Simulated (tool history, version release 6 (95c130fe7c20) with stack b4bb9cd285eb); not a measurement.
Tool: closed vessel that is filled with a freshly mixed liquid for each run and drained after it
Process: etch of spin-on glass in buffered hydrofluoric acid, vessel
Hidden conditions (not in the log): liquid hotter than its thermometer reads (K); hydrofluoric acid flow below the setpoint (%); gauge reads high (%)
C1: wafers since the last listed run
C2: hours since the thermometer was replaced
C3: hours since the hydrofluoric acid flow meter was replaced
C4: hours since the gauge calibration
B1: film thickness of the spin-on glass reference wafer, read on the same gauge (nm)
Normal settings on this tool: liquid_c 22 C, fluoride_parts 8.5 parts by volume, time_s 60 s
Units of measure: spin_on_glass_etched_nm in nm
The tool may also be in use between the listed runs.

run 1 hour=0 | liquid_c=22 fluoride_parts=9.5 time_s=80 | C1=0 C2=901.2 C3=2309.5 C4=134 | B1=150 | spin_on_glass_etched_nm=214.64
run 2 hour=13 | liquid_c=22 fluoride_parts=8.5 time_s=60 | C1=1761 C2=914.2 C3=2322.5 C4=147 | B1=149.99 | spin_on_glass_etched_nm=177.69
run 3 hour=22.4 | liquid_c=22 fluoride_parts=8.5 time_s=60 | C1=1273 C2=923.6 C3=2331.9 C4=156.4 | B1=150.01 | spin_on_glass_etched_nm=177.07
-- hour=31.7 hydrofluoric acid flow meter replaced
run 4 hour=35.5 | liquid_c=22 fluoride_parts=8.5 time_s=60 | C1=1639 C2=936.7 C3=3.8 C4=169.5 | B1=150.02 | spin_on_glass_etched_nm=197.37
run 5 hour=46.2 | liquid_c=22 fluoride_parts=8.5 time_s=60 | C1=1450 C2=947.4 C3=14.5 C4=180.2 | B1=149.99 | spin_on_glass_etched_nm=196.73
run 6 hour=55 | liquid_c=22 fluoride_parts=8.5 time_s=60 | C1=1192 C2=956.2 C3=23.3 C4=189 | B1=149.99 | spin_on_glass_etched_nm=198.08
-- hour=56.5 thermometer replaced
run 7 hour=68.7 | liquid_c=22 fluoride_parts=8.5 time_s=60 | C1=1721 C2=12.2 C3=37 C4=202.7 | B1=150.05 | spin_on_glass_etched_nm=198.32
run 8 hour=83.2 | liquid_c=22 fluoride_parts=8.5 time_s=75 | C1=1965 C2=26.7 C3=51.5 C4=217.2 | B1=149.96 | spin_on_glass_etched_nm=245.33
run 9 hour=89.6 | liquid_c=22 fluoride_parts=8.5 time_s=75 | C1=867 C2=33.1 C3=57.9 C4=223.6 | B1=149.97 | spin_on_glass_etched_nm=244.68
run 10 hour=105.8 | liquid_c=18.5 fluoride_parts=8.5 time_s=60 | C1=2195 C2=49.3 C3=74.1 C4=239.8 | B1=149.98 | spin_on_glass_etched_nm=164.22
run 11 hour=115.5 | liquid_c=22 fluoride_parts=7 time_s=70 | C1=1314 C2=59 C3=83.8 C4=249.5 | B1=149.98 | spin_on_glass_etched_nm=283.11
run 12 hour=123.7 | liquid_c=26.5 fluoride_parts=11 time_s=80 | C1=1111 C2=67.2 C3=92 C4=257.7 | B1=150.03 | spin_on_glass_etched_nm=267.76
run 13 hour=137 | liquid_c=22 fluoride_parts=8.5 time_s=60 | C1=1802 C2=80.5 C3=105.3 C4=271 | B1=150 | spin_on_glass_etched_nm=195.38
run 14 hour=144.1 | liquid_c=22 fluoride_parts=8.5 time_s=85 | C1=962 C2=87.6 C3=112.4 C4=278.1 | B1=150.03 | spin_on_glass_etched_nm=278.51
run 15 hour=159.5 | liquid_c=23.5 fluoride_parts=6.5 time_s=60 | C1=2087 C2=103 C3=127.8 C4=293.5 | B1=149.99 | spin_on_glass_etched_nm=280.34
run 16 hour=168.4 | liquid_c=23.5 fluoride_parts=6.5 time_s=90 | C1=1206 C2=111.9 C3=136.7 C4=302.4 | B1=150 | spin_on_glass_etched_nm=420.4
run 17 hour=180.9 | liquid_c=25.5 fluoride_parts=8.5 time_s=30 | C1=1694 C2=124.4 C3=149.2 C4=314.9 | B1=149.98 | spin_on_glass_etched_nm=119.29
run 18 hour=197.6 | liquid_c=22 fluoride_parts=7 time_s=70 | C1=2263 C2=141.1 C3=165.9 C4=331.6 | B1=150.01 | spin_on_glass_etched_nm=281.74
run 19 hour=205 | liquid_c=20.5 fluoride_parts=5 time_s=35 | C1=1002 C2=148.5 C3=173.3 C4=339 | B1=149.96 | spin_on_glass_etched_nm=175
-- hour=209.8 gauge calibrated
run 20 hour=213.2 | liquid_c=22 fluoride_parts=8.5 time_s=30 | C1=1111 C2=156.7 C3=181.5 C4=3.4 | B1=150.04 | spin_on_glass_etched_nm=97.04
run 21 hour=221.5 | liquid_c=25.5 fluoride_parts=10.5 time_s=30 | C1=1124 C2=165 C3=189.8 C4=11.7 | B1=150 | spin_on_glass_etched_nm=99.49
run 22 hour=231.6 | liquid_c=22 fluoride_parts=7.5 time_s=35 | C1=1368 C2=175.1 C3=199.9 C4=21.8 | B1=149.98 | spin_on_glass_etched_nm=129.17
run 23 hour=244.4 | liquid_c=18 fluoride_parts=10 time_s=85 | C1=1734 C2=187.9 C3=212.7 C4=34.6 | B1=150 | spin_on_glass_etched_nm=194.23
run 24 hour=261.3 | liquid_c=22 fluoride_parts=11.5 time_s=75 | C1=2290 C2=204.8 C3=229.6 C4=51.5 | B1=149.97 | spin_on_glass_etched_nm=187.52
run 25 hour=275.4 | liquid_c=17.5 fluoride_parts=6 time_s=50 | C1=1910 C2=218.9 C3=243.7 C4=65.6 | B1=150.02 | spin_on_glass_etched_nm=181.17
run 26 hour=284.5 | liquid_c=22 fluoride_parts=8.5 time_s=60 | C1=1233 C2=228 C3=252.8 C4=74.7 | B1=150 | spin_on_glass_etched_nm=193.54
run 27 hour=293.1 | liquid_c=22 fluoride_parts=10.5 time_s=60 | C1=1165 C2=236.6 C3=261.4 C4=83.3 | B1=150.01 | spin_on_glass_etched_nm=163.34
run 28 hour=308.4 | liquid_c=22 fluoride_parts=8.5 time_s=60 | C1=2073 C2=251.9 C3=276.7 C4=98.6 | B1=149.97 | spin_on_glass_etched_nm=193.44
run 29 hour=325.8 | liquid_c=23.5 fluoride_parts=8.5 time_s=60 | C1=2358 C2=269.3 C3=294.1 C4=116 | B1=150 | spin_on_glass_etched_nm=210
run 30 hour=334.8 | liquid_c=22 fluoride_parts=8.5 time_s=60 | C1=1219 C2=278.3 C3=303.1 C4=125 | B1=150.05 | spin_on_glass_etched_nm=194.97
run 31 hour=352.7 | liquid_c=22 fluoride_parts=8.5 time_s=80 | C1=2425 C2=296.2 C3=321 C4=142.9 | B1=150 | spin_on_glass_etched_nm=256.4
run 32 hour=364.4 | liquid_c=18 fluoride_parts=10 time_s=85 | C1=1585 C2=307.9 C3=332.7 C4=154.6 | B1=149.97 | spin_on_glass_etched_nm=194.14
run 33 hour=376.9 | liquid_c=22 fluoride_parts=10 time_s=30 | C1=1694 C2=320.4 C3=345.2 C4=167.1 | B1=150 | spin_on_glass_etched_nm=85.37
run 34 hour=392.6 | liquid_c=22 fluoride_parts=8.5 time_s=60 | C1=2127 C2=336.1 C3=360.9 C4=182.8 | B1=150 | spin_on_glass_etched_nm=192.08

Predict each of these 3 candidate next runs independently; none follows another, all start after run 34:
run A hour=393.3 | liquid_c=24 fluoride_parts=8.5 time_s=60 | C1=94 C2=336.8 C3=361.6 C4=183.5 | B1=? | spin_on_glass_etched_nm=?
run B hour=393.3 | liquid_c=26.5 fluoride_parts=8.5 time_s=60 | C1=94 C2=336.8 C3=361.6 C4=183.5 | B1=? | spin_on_glass_etched_nm=?
run C hour=393.3 | liquid_c=18.5 fluoride_parts=5.5 time_s=35 | C1=94 C2=336.8 C3=361.6 C4=183.5 | B1=? | spin_on_glass_etched_nm=?

run=A B1=150.01 spin_on_glass_etched_nm=214.07
run=B B1=150.01 spin_on_glass_etched_nm=245.04
run=C B1=150.01 spin_on_glass_etched_nm=140.56
What these runs would have given with no unlogged condition in the tool:
run=A spin_on_glass_etched_nm=219.92
run=B spin_on_glass_etched_nm=251.74
run=C spin_on_glass_etched_nm=143.57

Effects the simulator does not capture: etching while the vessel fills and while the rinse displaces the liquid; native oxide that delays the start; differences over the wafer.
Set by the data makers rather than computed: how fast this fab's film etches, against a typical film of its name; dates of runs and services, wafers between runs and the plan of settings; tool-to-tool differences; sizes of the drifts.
